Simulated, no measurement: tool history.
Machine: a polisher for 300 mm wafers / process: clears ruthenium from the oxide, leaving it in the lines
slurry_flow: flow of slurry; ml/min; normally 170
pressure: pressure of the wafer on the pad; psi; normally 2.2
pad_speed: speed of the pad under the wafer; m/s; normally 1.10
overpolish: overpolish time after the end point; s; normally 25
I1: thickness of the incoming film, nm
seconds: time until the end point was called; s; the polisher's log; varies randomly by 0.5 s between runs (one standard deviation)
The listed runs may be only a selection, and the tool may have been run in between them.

Run 1, hour 0.0: usual settings; I1 88.3. Result: seconds 52.0 s.
Run 2, hour 13.1: usual settings; I1 88.6. Result: seconds 53.1 s.
Run 3, hour 21.4: usual settings; I1 89.4. Result: seconds 52.8 s.
At hour 29.5: worn pad replaced by a new one.
Run 4, hour 33.2: usual settings but overpolish 22 s; I1 90.3. Result: seconds 52.7 s.
Run 5, hour 48.5: usual settings but overpolish 22 s; I1 90.0. Result: seconds 53.1 s.
Run 6, hour 56.4: usual settings; I1 88.3. Result: seconds 52.6 s.
Run 7, hour 68.5: usual settings; I1 91.2. Result: seconds 54.5 s.
Run 8, hour 114.7: usual settings; I1 90.2. Result: seconds 53.6 s.
Run 9, hour 132.1: usual settings but pressure 2.0 psi; I1 89.4. Result: seconds 58.4 s.
Run 10, hour 147.0: usual settings; I1 90.4. Result: seconds 53.6 s.
At hour 152.9: slurry nozzle cleaned.
Run 11, hour 159.5: usual settings; I1 89.3. Result: seconds 52.6 s.
Run 12, hour 168.9: usual settings but overpolish 15 s; I1 89.5. Result: seconds 53.1 s.
Run 13, hour 184.7: usual settings; I1 89.7. Result: seconds 53.4 s.
Run 14, hour 200.7: usual settings; I1 89.7. Result: seconds 53.3 s.
Run 15, hour 217.5: usual settings but pad_speed 1.22 m/s; I1 89.8. Result: seconds 48.2 s.
Run 16, hour 225.8: usual settings; I1 88.1. Result: seconds 51.6 s.
Run 17, hour 243.5: usual settings; I1 89.0. Result: seconds 52.6 s.
At hour 254.5: worn pad replaced by a new one.
Run 18, hour 255.0: usual settings; I1 91.2. Result: seconds 53.3 s.
At hour 262.6: head pressure recalibrated.
Run 19, hour 267.9: usual settings but overpolish 13 s; I1 88.2. Result: seconds 56.7 s.
Run 20, hour 283.3: usual settings; I1 91.1. Result: seconds 58.6 s.
Run 21, hour 297.4: usual settings but slurry_flow 155 ml/min, pressure 3.0 psi, pad_speed 1.34 m/s, overpolish 16 s; I1 88.8. Result: seconds 34.7 s.
Run 22, hour 306.6: usual settings but slurry_flow 200 ml/min, pressure 2.4 psi, pad_speed 1.46 m/s, overpolish 12 s; I1 91.7. Result: seconds 39.6 s.
Run 23, hour 321.3: usual settings; I1 90.3. Result: seconds 56.6 s.
Run 24, hour 329.4: usual settings but slurry_flow 130 ml/min, pad_speed 0.78 m/s, overpolish 38 s; I1 90.0. Result: seconds 81.3 s.
Run 25, hour 337.9: usual settings; I1 88.7. Result: seconds 55.0 s.
Run 26, hour 353.7: usual settings but slurry_flow 215 ml/min, overpolish 14 s; I1 90.0. Result: seconds 54.5 s.
Run 27, hour 369.0: usual settings but slurry_flow 205 ml/min, overpolish 36 s; I1 90.2. Result: seconds 53.6 s.
Run 28, hour 380.8: usual settings but pressure 2.6 psi, pad_speed 1.46 m/s; I1 90.6. Result: seconds 36.1 s.
Run 29, hour 395.6: usual settings but slurry_flow 120 ml/min, pad_speed 1.38 m/s, overpolish 15 s; I1 90.0. Result: seconds 46.9 s.
Run 30, hour 406.6: usual settings but slurry_flow 145 ml/min, pressure 2.9 psi, overpolish 12 s; I1 88.7. Result: seconds 42.2 s.
Run 31, hour 420.5: usual settings but pressure 1.4 psi, pad_speed 1.32 m/s; I1 89.6. Result: seconds 72.5 s.

3 ways to go on from here, each from the tool as it stands after run 31. What would each give?
Run A, hour 420.9: usual settings; I1 92.0. Result: seconds ?.
Run B, hour 420.9: usual settings but slurry_flow 140 ml/min; I1 92.0. Result: seconds ?.
Run C, hour 420.9: usual settings but pressure 2.7 psi, pad_speed 1.34 m/s; I1 92.0. Result: seconds ?.

run  seconds
  A     55.6
  B     57.1
  C     37.3
Without the tool's hidden state the same runs would have given:
run  seconds
  A     59.5
  B     61.1
  C     39.9

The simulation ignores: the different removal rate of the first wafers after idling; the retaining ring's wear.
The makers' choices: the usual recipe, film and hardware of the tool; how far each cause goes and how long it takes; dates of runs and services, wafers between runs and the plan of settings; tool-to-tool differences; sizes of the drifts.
